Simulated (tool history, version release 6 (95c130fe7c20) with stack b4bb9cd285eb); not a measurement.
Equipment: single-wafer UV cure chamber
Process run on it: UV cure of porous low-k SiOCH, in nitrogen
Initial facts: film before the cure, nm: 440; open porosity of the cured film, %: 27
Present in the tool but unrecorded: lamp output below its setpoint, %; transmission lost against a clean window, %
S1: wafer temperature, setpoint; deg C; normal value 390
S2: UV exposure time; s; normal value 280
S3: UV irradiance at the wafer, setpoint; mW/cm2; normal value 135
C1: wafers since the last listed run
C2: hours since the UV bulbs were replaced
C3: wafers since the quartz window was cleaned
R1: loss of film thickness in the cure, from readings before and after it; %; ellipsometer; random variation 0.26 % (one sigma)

run 1 hour=0 | S1=390 S2=280 S3=135 | C1=0 C2=816 C3=4450 | R1=16.526
run 2 hour=15.3 | S1=390 S2=335 S3=135 | C1=133 C2=831.3 C3=4583 | R1=17.13
run 3 hour=32.8 | S1=390 S2=335 S3=135 | C1=152 C2=848.8 C3=4736 | R1=17.445
run 4 hour=44.8 | S1=397 S2=280 S3=135 | C1=104 C2=860.8 C3=4841 | R1=16.65
run 5 hour=59.1 | S1=397 S2=280 S3=135 | C1=124 C2=875.1 C3=4966 | R1=16.813
run 6 hour=74.2 | S1=390 S2=280 S3=122 | C1=131 C2=890.2 C3=5098 | R1=16.007
run 7 hour=84.4 | S1=390 S2=280 S3=122 | C1=89 C2=900.4 C3=5187 | R1=15.61
-- hour=102.8 quartz window cleaned
run 8 hour=103.3 | S1=390 S2=240 S3=135 | C1=95 C2=919.3 C3=4 | R1=16.022
run 9 hour=114.3 | S1=390 S2=280 S3=135 | C1=96 C2=930.3 C3=100 | R1=16.219
run 10 hour=123 | S1=390 S2=115 S3=150 | C1=76 C2=939 C3=176 | R1=12.335
run 11 hour=139.8 | S1=375 S2=280 S3=162 | C1=146 C2=955.8 C3=323 | R1=16.667
-- hour=165.8 UV bulbs replaced
run 12 hour=178.1 | S1=402 S2=410 S3=117 | C1=264 C2=12.3 C3=588 | R1=17.647
run 13 hour=189.2 | S1=384 S2=335 S3=174 | C1=96 C2=23.4 C3=685 | R1=18.869
run 14 hour=212.8 | S1=379 S2=145 S3=98 | C1=206 C2=47 C3=891 | R1=10.983
run 15 hour=222.5 | S1=390 S2=280 S3=135 | C1=84 C2=56.7 C3=976 | R1=16.657
run 16 hour=236.6 | S1=402 S2=410 S3=117 | C1=123 C2=70.8 C3=1099 | R1=18.231
run 17 hour=253.4 | S1=403 S2=280 S3=118 | C1=146 C2=87.6 C3=1246 | R1=15.889
run 18 hour=268.6 | S1=390 S2=280 S3=135 | C1=132 C2=102.8 C3=1378 | R1=16.403

Forecast each of these 3 alternatives for the next run:
run A hour=269.1 | S1=390 S2=280 S3=135 | C1=4 C2=103.3 C3=1383 | R1=?
run B hour=269.1 | S1=406 S2=185 S3=169 | C1=4 C2=103.3 C3=1383 | R1=?
run C hour=269.1 | S1=406 S2=165 S3=118 | C1=4 C2=103.3 C3=1383 | R1=?

run=A R1=16.541
run=B R1=15.826
run=C R1=13.246
What these runs would have given with no unlogged condition in the tool:
run=A R1=16.541
run=B R1=15.826
run=C R1=13.246
